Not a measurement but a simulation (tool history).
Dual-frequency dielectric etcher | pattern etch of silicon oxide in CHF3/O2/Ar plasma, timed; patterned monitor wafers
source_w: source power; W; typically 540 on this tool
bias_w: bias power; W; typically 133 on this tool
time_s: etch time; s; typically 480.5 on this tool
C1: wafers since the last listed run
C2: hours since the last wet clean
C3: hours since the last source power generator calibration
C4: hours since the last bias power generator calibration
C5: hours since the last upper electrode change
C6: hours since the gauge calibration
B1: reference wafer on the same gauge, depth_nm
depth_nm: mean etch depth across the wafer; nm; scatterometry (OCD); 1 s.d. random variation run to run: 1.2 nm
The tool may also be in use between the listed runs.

{"run": 1, "hour": 0.0, "source_w": 480, "bias_w": 152, "time_s": 480.5, "C1": 0, "C2": 391.9, "C3": 23.1, "C4": 2282.2, "C5": 36.7, "C6": 26.2, "B1": 816.1, "depth_nm": 790.5}
{"run": 2, "hour": 12.8, "source_w": 650, "bias_w": 133, "time_s": 480.5, "C1": 37, "C2": 404.7, "C3": 35.9, "C4": 2295, "C5": 49.5, "C6": 39, "B1": 816, "depth_nm": 844}
{"run": 3, "hour": 19.5, "source_w": 650, "bias_w": 133, "time_s": 480.5, "C1": 19, "C2": 411.4, "C3": 42.6, "C4": 2301.7, "C5": 56.2, "C6": 45.7, "B1": 816.2, "depth_nm": 844.9}
{"run": 4, "hour": 26.7, "source_w": 540, "bias_w": 133, "time_s": 480.5, "C1": 20, "C2": 418.6, "C3": 49.8, "C4": 2308.9, "C5": 63.4, "C6": 52.9, "B1": 816.1, "depth_nm": 777.8}
{"run": 5, "hour": 37.6, "source_w": 540, "bias_w": 133, "time_s": 480.5, "C1": 31, "C2": 429.5, "C3": 60.7, "C4": 2319.8, "C5": 74.3, "C6": 63.8, "B1": 816.2, "depth_nm": 779.9}
{"run": 6, "hour": 52.5, "source_w": 540, "bias_w": 133, "time_s": 480.5, "C1": 43, "C2": 444.4, "C3": 75.6, "C4": 2334.7, "C5": 89.2, "C6": 78.7, "B1": 815.9, "depth_nm": 777.7}
{"run": 7, "hour": 59.3, "source_w": 540, "bias_w": 152, "time_s": 480.5, "C1": 19, "C2": 451.2, "C3": 82.4, "C4": 2341.5, "C5": 96, "C6": 85.5, "B1": 815.9, "depth_nm": 831.6}
{"run": 8, "hour": 71.8, "source_w": 600, "bias_w": 111, "time_s": 530.5, "C1": 36, "C2": 463.7, "C3": 94.9, "C4": 2354, "C5": 108.5, "C6": 98, "B1": 815.8, "depth_nm": 826.2}
{"run": 9, "hour": 78.1, "source_w": 540, "bias_w": 133, "time_s": 480.5, "C1": 18, "C2": 470, "C3": 101.2, "C4": 2360.3, "C5": 114.8, "C6": 104.3, "B1": 815.8, "depth_nm": 781.8}
{"run": 10, "hour": 88.9, "source_w": 540, "bias_w": 118, "time_s": 549, "C1": 31, "C2": 480.8, "C3": 112, "C4": 2371.1, "C5": 125.6, "C6": 115.1, "B1": 816, "depth_nm": 840.7}
{"run": 11, "hour": 98.6, "source_w": 400, "bias_w": 123, "time_s": 368, "C1": 28, "C2": 490.5, "C3": 121.7, "C4": 2380.8, "C5": 135.3, "C6": 124.8, "B1": 816.1, "depth_nm": 504.8}
{"run": 12, "hour": 104.9, "source_w": 540, "bias_w": 133, "time_s": 480.5, "C1": 18, "C2": 496.8, "C3": 128, "C4": 2387.1, "C5": 141.6, "C6": 131.1, "B1": 816, "depth_nm": 779.5}
{"run": 13, "hour": 121.4, "source_w": 500, "bias_w": 133, "time_s": 624.5, "C1": 48, "C2": 513.3, "C3": 144.5, "C4": 2403.6, "C5": 158.1, "C6": 147.6, "B1": 815.9, "depth_nm": 985.2}
{"run": 14, "hour": 130.3, "source_w": 540, "bias_w": 133, "time_s": 480.5, "C1": 25, "C2": 522.2, "C3": 153.4, "C4": 2412.5, "C5": 167, "C6": 156.5, "B1": 816.1, "depth_nm": 782}
{"run": 15, "hour": 143.1, "source_w": 540, "bias_w": 114, "time_s": 390.5, "C1": 37, "C2": 535, "C3": 166.2, "C4": 2425.3, "C5": 179.8, "C6": 169.3, "B1": 816.1, "depth_nm": 589.3}
{"hour": 169.3, "done": "bias power generator calibrated"}
{"hour": 179.7, "done": "wet clean of the chamber"}
{"run": 16, "hour": 180.2, "source_w": 420, "bias_w": 105, "time_s": 480.5, "C1": 66, "C2": 0.5, "C3": 203.3, "C4": 10.9, "C5": 216.9, "C6": 206.4, "B1": 816.1, "depth_nm": 607.7}
{"run": 17, "hour": 180.7, "source_w": 580, "bias_w": 119, "time_s": 545.5, "C1": 1, "C2": 1, "C3": 203.8, "C4": 11.4, "C5": 217.4, "C6": 206.9, "B1": 815.8, "depth_nm": 850.4}
{"run": 18, "hour": 181.1, "source_w": 480, "bias_w": 164, "time_s": 538.5, "C1": 1, "C2": 1.4, "C3": 204.2, "C4": 11.8, "C5": 217.8, "C6": 207.3, "B1": 816, "depth_nm": 905.4}
{"run": 19, "hour": 184.6, "source_w": 590, "bias_w": 149, "time_s": 541, "C1": 10, "C2": 4.9, "C3": 207.7, "C4": 15.3, "C5": 221.3, "C6": 210.8, "B1": 815.8, "depth_nm": 945.8}
{"run": 20, "hour": 191.9, "source_w": 610, "bias_w": 133, "time_s": 480.5, "C1": 21, "C2": 12.2, "C3": 215, "C4": 22.6, "C5": 228.6, "C6": 218.1, "B1": 815.7, "depth_nm": 808.5}
{"run": 21, "hour": 199.0, "source_w": 540, "bias_w": 103, "time_s": 612.5, "C1": 20, "C2": 19.3, "C3": 222.1, "C4": 29.7, "C5": 235.7, "C6": 225.2, "B1": 815.9, "depth_nm": 859.4}
{"run": 22, "hour": 215.8, "source_w": 540, "bias_w": 133, "time_s": 480.5, "C1": 48, "C2": 36.1, "C3": 238.9, "C4": 46.5, "C5": 252.5, "C6": 242, "B1": 816, "depth_nm": 766.2}
{"run": 23, "hour": 230.7, "source_w": 580, "bias_w": 120, "time_s": 537.5, "C1": 43, "C2": 51, "C3": 253.8, "C4": 61.4, "C5": 267.4, "C6": 256.9, "B1": 816.2, "depth_nm": 842.7}
{"run": 24, "hour": 241.7, "source_w": 420, "bias_w": 133, "time_s": 575, "C1": 32, "C2": 62, "C3": 264.8, "C4": 72.4, "C5": 278.4, "C6": 267.9, "B1": 815.8, "depth_nm": 824}
{"run": 25, "hour": 252.4, "source_w": 420, "bias_w": 133, "time_s": 605, "C1": 31, "C2": 72.7, "C3": 275.5, "C4": 83.1, "C5": 289.1, "C6": 278.6, "B1": 815.9, "depth_nm": 864.2}
{"run": 26, "hour": 264.5, "source_w": 540, "bias_w": 133, "time_s": 417, "C1": 35, "C2": 84.8, "C3": 287.6, "C4": 95.2, "C5": 301.2, "C6": 290.7, "B1": 815.8, "depth_nm": 667.5}
{"hour": 272.5, "done": "gauge calibrated"}
{"run": 27, "hour": 279.9, "source_w": 540, "bias_w": 152, "time_s": 443.5, "C1": 44, "C2": 100.2, "C3": 303, "C4": 110.6, "C5": 316.6, "C6": 7.4, "B1": 816, "depth_nm": 756.7}
{"run": 28, "hour": 294.9, "source_w": 420, "bias_w": 133, "time_s": 480.5, "C1": 43, "C2": 115.2, "C3": 318, "C4": 125.6, "C5": 331.6, "C6": 22.4, "B1": 816, "depth_nm": 691}
{"run": 29, "hour": 301.9, "source_w": 620, "bias_w": 133, "time_s": 480.5, "C1": 20, "C2": 122.2, "C3": 325, "C4": 132.6, "C5": 338.6, "C6": 29.4, "B1": 816, "depth_nm": 815.6}

5 options for the next run, each taken on its own from the tool as it stands now. Forecast them:
{"run": "A", "hour": 302.5, "source_w": 540, "bias_w": 133, "time_s": 480.5, "C1": 1, "C2": 122.8, "C3": 325.6, "C4": 133.2, "C5": 339.2, "C6": 30, "B1": "?", "depth_nm": "?"}
{"run": "B", "hour": 302.5, "source_w": 540, "bias_w": 112, "time_s": 414, "C1": 1, "C2": 122.8, "C3": 325.6, "C4": 133.2, "C5": 339.2, "C6": 30, "B1": "?", "depth_nm": "?"}
{"run": "C", "hour": 302.5, "source_w": 450, "bias_w": 114, "time_s": 480.5, "C1": 1, "C2": 122.8, "C3": 325.6, "C4": 133.2, "C5": 339.2, "C6": 30, "B1": "?", "depth_nm": "?"}
{"run": "D", "hour": 302.5, "source_w": 540, "bias_w": 109, "time_s": 480.5, "C1": 1, "C2": 122.8, "C3": 325.6, "C4": 133.2, "C5": 339.2, "C6": 30, "B1": "?", "depth_nm": "?"}
{"run": "E", "hour": 302.5, "source_w": 600, "bias_w": 115, "time_s": 414, "C1": 1, "C2": 122.8, "C3": 325.6, "C4": 133.2, "C5": 339.2, "C6": 30, "B1": "?", "depth_nm": "?"}

run=A B1=815.9 depth_nm=767.3
run=B B1=815.9 depth_nm=606.7
run=C B1=815.9 depth_nm=655.6
run=D B1=815.9 depth_nm=694.5
run=E B1=815.9 depth_nm=643.8
Without the tool's hidden state the same runs would have given:
run=A depth_nm=764.2
run=B depth_nm=604.3
run=C depth_nm=653
run=D depth_nm=691.7
run=E depth_nm=641.2
